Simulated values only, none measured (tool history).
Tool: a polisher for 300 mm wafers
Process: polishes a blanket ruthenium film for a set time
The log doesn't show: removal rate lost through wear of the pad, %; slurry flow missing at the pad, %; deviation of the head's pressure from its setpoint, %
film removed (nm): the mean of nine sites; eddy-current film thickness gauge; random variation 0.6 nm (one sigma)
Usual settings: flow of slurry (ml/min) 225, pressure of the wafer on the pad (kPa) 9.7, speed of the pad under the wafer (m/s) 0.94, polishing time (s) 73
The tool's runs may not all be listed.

| run | day | flow of slurry (ml/min) | pressure of the wafer on the pad (kPa) | speed of the pad under the wafer (m/s) | polishing time (s) | wafers since the last listed run | wafers polished on this pad | hours since the slurry nozzle was cleaned | hours since the head pressure was calibrated | incoming thickness of the incoming film, nm | film removed (nm) |
|---|---|---|---|---|---|---|---|---|---|---|---|
| 1 | 0.000 | 225 | 9.7 | 0.94 | 73 | 0 | 4179 | 782.2 | 165.1 | 649.3 | 53.1 |
|  | 0.600 | worn pad replaced by a new one |
| 2 | 1.471 | 225 | 11.0 | 0.84 | 73 | 263 | 175 | 817.5 | 200.4 | 639.7 | 55.1 |
|  | 3.167 | slurry nozzle cleaned |
| 3 | 3.954 | 225 | 11.0 | 0.84 | 73 | 492 | 668 | 18.9 | 260.0 | 644.7 | 57.5 |
| 4 | 5.533 | 225 | 11.0 | 0.94 | 73 | 318 | 986 | 56.8 | 297.9 | 632.7 | 64.1 |
| 5 | 7.038 | 225 | 11.0 | 0.94 | 73 | 303 | 1290 | 92.9 | 334.0 | 643.2 | 65.1 |
| 6 | 8.662 | 245 | 6.9 | 0.94 | 73 | 327 | 1617 | 131.9 | 373.0 | 634.8 | 40.7 |
| 7 | 15.342 | 245 | 6.9 | 0.94 | 73 | 1347 | 2965 | 292.2 | 533.3 | 635.1 | 39.6 |
| 8 | 16.633 | 245 | 6.9 | 0.94 | 73 | 260 | 3225 | 323.2 | 564.3 | 637.0 | 40.3 |
| 9 | 18.867 | 225 | 9.7 | 0.94 | 73 | 450 | 3675 | 376.8 | 617.9 | 640.6 | 55.1 |
| 10 | 20.683 | 225 | 9.7 | 0.94 | 73 | 366 | 4042 | 420.4 | 661.5 | 628.8 | 55.7 |
| 11 | 23.417 | 225 | 9.7 | 0.94 | 73 | 551 | 4593 | 486.0 | 727.1 | 640.9 | 55.4 |
|  | 23.917 | worn pad replaced by a new one |
| 12 | 27.279 | 225 | 9.7 | 0.94 | 73 | 745 | 678 | 578.7 | 819.8 | 627.0 | 55.3 |
|  | 28.929 | head pressure recalibrated |
| 13 | 30.158 | 225 | 9.7 | 0.94 | 73 | 563 | 1242 | 647.8 | 29.5 | 646.1 | 54.5 |
| 14 | 32.904 | 225 | 9.7 | 0.94 | 73 | 553 | 1796 | 713.7 | 95.4 | 647.0 | 54.9 |
| 15 | 41.654 | 195 | 11.7 | 0.74 | 53 | 1764 | 3560 | 923.7 | 305.4 | 642.6 | 32.9 |
| 16 | 43.675 | 225 | 9.7 | 1.06 | 61 | 407 | 3968 | 972.2 | 353.9 | 644.5 | 44.9 |
|  | 43.996 | slurry nozzle cleaned |
|  | 44.912 | worn pad replaced by a new one |
| 17 | 46.421 | 225 | 9.7 | 0.94 | 73 | 511 | 304 | 58.2 | 419.8 | 628.4 | 56.6 |
| 18 | 48.175 | 225 | 9.7 | 0.94 | 73 | 353 | 658 | 100.3 | 461.9 | 630.9 | 56.1 |
| 19 | 51.008 | 225 | 12.4 | 0.94 | 73 | 571 | 1229 | 168.3 | 529.9 | 640.9 | 73.9 |
| 20 | 53.233 | 225 | 12.4 | 0.94 | 63 | 448 | 1678 | 221.7 | 583.3 | 632.3 | 63.3 |
| 21 | 55.317 | 285 | 8.3 | 0.94 | 73 | 420 | 2098 | 271.7 | 633.3 | 644.3 | 50.0 |
| 22 | 57.921 | 225 | 9.7 | 0.94 | 73 | 525 | 2623 | 334.2 | 695.8 | 630.5 | 57.3 |
|  | 61.479 | head pressure recalibrated |
| 23 | 65.338 | 225 | 9.7 | 0.94 | 73 | 1479 | 4102 | 512.2 | 92.6 | 642.8 | 54.7 |
|  | 67.096 | worn pad replaced by a new one |
| 24 | 67.962 | 265 | 9.7 | 0.94 | 93 | 495 | 175 | 575.2 | 155.6 | 644.1 | 72.8 |
| 25 | 69.721 | 225 | 9.7 | 0.94 | 73 | 354 | 529 | 617.4 | 197.8 | 635.8 | 55.2 |
| 26 | 71.254 | 225 | 9.7 | 1.16 | 73 | 309 | 838 | 654.2 | 234.6 | 633.7 | 68.0 |
| 27 | 72.421 | 225 | 9.7 | 0.84 | 81 | 235 | 1074 | 682.2 | 262.6 | 647.5 | 53.2 |
| 28 | 74.771 | 165 | 8.3 | 0.94 | 73 | 473 | 1548 | 738.6 | 319.0 | 630.9 | 42.9 |
|  | 76.025 | slurry nozzle cleaned |
| 29 | 76.125 | 300 | 9.7 | 0.70 | 73 | 264 | 1812 | 2.4 | 351.5 | 641.0 | 43.3 |
| 30 | 78.671 | 245 | 9.7 | 1.18 | 73 | 513 | 2326 | 63.5 | 412.6 | 638.3 | 72.7 |
| 31 | 80.829 | 270 | 9.7 | 0.94 | 86 | 435 | 2761 | 115.3 | 464.4 | 645.9 | 68.1 |

Run 32 comes next. What will it give?
| 32 | 82.846 | 225 | 9.7 | 0.94 | 73 | 406 | 3168 | 163.7 | 512.8 | 631.9 | ? |

{"run 32": {"film removed (nm)": 56.7}}
Without the tool's hidden state the same run would have given film removed (nm) 56.8.

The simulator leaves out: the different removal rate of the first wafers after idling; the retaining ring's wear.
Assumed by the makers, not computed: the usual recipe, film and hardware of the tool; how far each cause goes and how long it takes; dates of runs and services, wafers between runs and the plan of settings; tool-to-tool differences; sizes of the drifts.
